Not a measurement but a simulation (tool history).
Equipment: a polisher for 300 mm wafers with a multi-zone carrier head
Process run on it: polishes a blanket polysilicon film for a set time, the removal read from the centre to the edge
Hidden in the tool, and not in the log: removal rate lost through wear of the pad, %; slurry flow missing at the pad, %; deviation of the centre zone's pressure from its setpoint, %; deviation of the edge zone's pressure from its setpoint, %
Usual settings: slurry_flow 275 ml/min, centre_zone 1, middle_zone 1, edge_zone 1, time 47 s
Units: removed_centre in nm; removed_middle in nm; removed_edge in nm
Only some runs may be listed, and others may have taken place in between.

run,hour,slurry_flow,centre_zone,middle_zone,edge_zone,time,wafers since the last listed run,wafers polished on this pad,hours since the slurry nozzle was cleaned,hours since the centre zone pressure was calibrated,hours since the edge zone pressure was calibrated,hours since the carrier head's membrane was replaced,"incoming thickness of the incoming film, nm",removed_centre,removed_middle,removed_edge
1,0,275,1,1,1.05,47,0,2400,311.9,975.4,1267.2,862.5,1961.8,491.3,458.9,446.1
# hour 5.3: slurry nozzle cleaned
2,13.9,275,1,1,1.05,47,206,2606,8.6,989.3,1281.1,876.4,2006.7,485.6,447,451.3
# hour 26: worn pad replaced by a new one
3,26.5,275,1.07,1,1,47,137,7,21.2,1001.9,1293.7,889,1983.2,543.4,466.7,459
4,57,275,1,0.93,1.12,32,487,494,51.7,1032.4,1324.2,919.5,2006.7,344.8,302.7,326.2
5,73.4,275,1,1,1,47,262,756,68.1,1048.8,1340.6,935.9,1937.3,509.4,469.5,459.3
# hour 81.7: edge zone pressure recalibrated
6,88.9,235,0.94,1.07,1,54,215,972,83.6,1064.3,7.2,951.4,1958.6,532.5,549.3,518.1
# hour 103.3: centre zone pressure recalibrated
7,110,275,0.91,1,1,53,305,1277,104.7,6.7,28.3,972.5,1999.5,483.9,526.3,511.3
8,136.6,275,1,1,1,47,425,1703,131.3,33.3,54.9,999.1,1936.1,462.6,463.7,446.1
9,160.3,275,0.93,1,1,39,378,2081,155,57,78.6,1022.8,2012.5,353.3,383.7,367.1
# hour 194.7: worn pad replaced by a new one
# hour 230.4: carrier head's membrane replaced by a new one
10,231.2,275,1,1,1,47,989,502,225.9,127.9,149.5,0.8,1992.2,477.1,463.1,461.7
11,267.5,275,1.07,1,1,47,580,1082,262.2,164.2,185.8,37.1,1972.9,505.3,465.4,449.4
12,292.9,205,0.92,1,1,47,405,1488,287.6,189.6,211.2,62.5,1958.5,410.1,449.2,439.4
13,316.7,315,1.1,1,1,47,380,1869,311.4,213.4,235,86.3,1987.9,522.7,471.8,456.5
14,338.1,350,1,1,0.89,47,341,2211,332.8,234.8,256.4,107.7,2014,474.5,455.2,436.9
15,369.5,275,1,1.08,1,36,501,2712,364.2,266.2,287.8,139.1,1960,348.4,365,332.6
# hour 376: worn pad replaced by a new one
# hour 377.8: slurry nozzle cleaned
16,383.8,315,1.1,1,1,47,148,107,6,280.5,302.1,153.4,1966.9,535.1,474.4,471.9
17,410.4,275,1,1,1,47,425,532,32.6,307.1,328.7,180,1958.6,474.1,465.5,453.6
18,429.5,275,1,1,1,47,305,838,51.7,326.2,347.8,199.1,1982.5,469.6,474.6,451.3
19,447.5,245,1.07,1,1,47,287,1125,69.7,344.2,365.8,217.1,1996.7,500.3,465.4,448.7
20,482.4,370,1.06,1,1,55,557,1683,104.6,379.1,400.7,252,1995.7,602.5,553.8,543.1
21,498.3,225,1,1,1.11,47,254,1937,120.5,395,416.6,267.9,1940.3,451.1,450.7,474.8
22,524.6,275,1,1,1,47,420,2358,146.8,421.3,442.9,294.2,1982.5,465.1,457.7,454.4

4 options for the next run, each taken on its own from the tool as it stands now. Forecast them:
A,525,275,1,1,1,47,6,2364,147.2,421.7,443.3,294.6,1955.3,?,?,?
B,525,275,0.96,1,0.94,34,6,2364,147.2,421.7,443.3,294.6,1955.3,?,?,?
C,525,275,0.9,1,0.95,47,6,2364,147.2,421.7,443.3,294.6,1955.3,?,?,?
D,525,275,1,1,1.06,47,6,2364,147.2,421.7,443.3,294.6,1955.3,?,?,?

run,removed_centre,removed_middle,removed_edge
A,470.2,459.9,441.9
B,326.4,332.8,310.6
C,422.9,460.2,431.5
D,470.2,459.9,454.3
With no hidden state in the tool, these same runs would have given:
run,removed_centre,removed_middle,removed_edge
A,478.2,477.5,458.7
B,332,345.5,322.5
C,430,477.8,448
D,478.2,477.5,471.6

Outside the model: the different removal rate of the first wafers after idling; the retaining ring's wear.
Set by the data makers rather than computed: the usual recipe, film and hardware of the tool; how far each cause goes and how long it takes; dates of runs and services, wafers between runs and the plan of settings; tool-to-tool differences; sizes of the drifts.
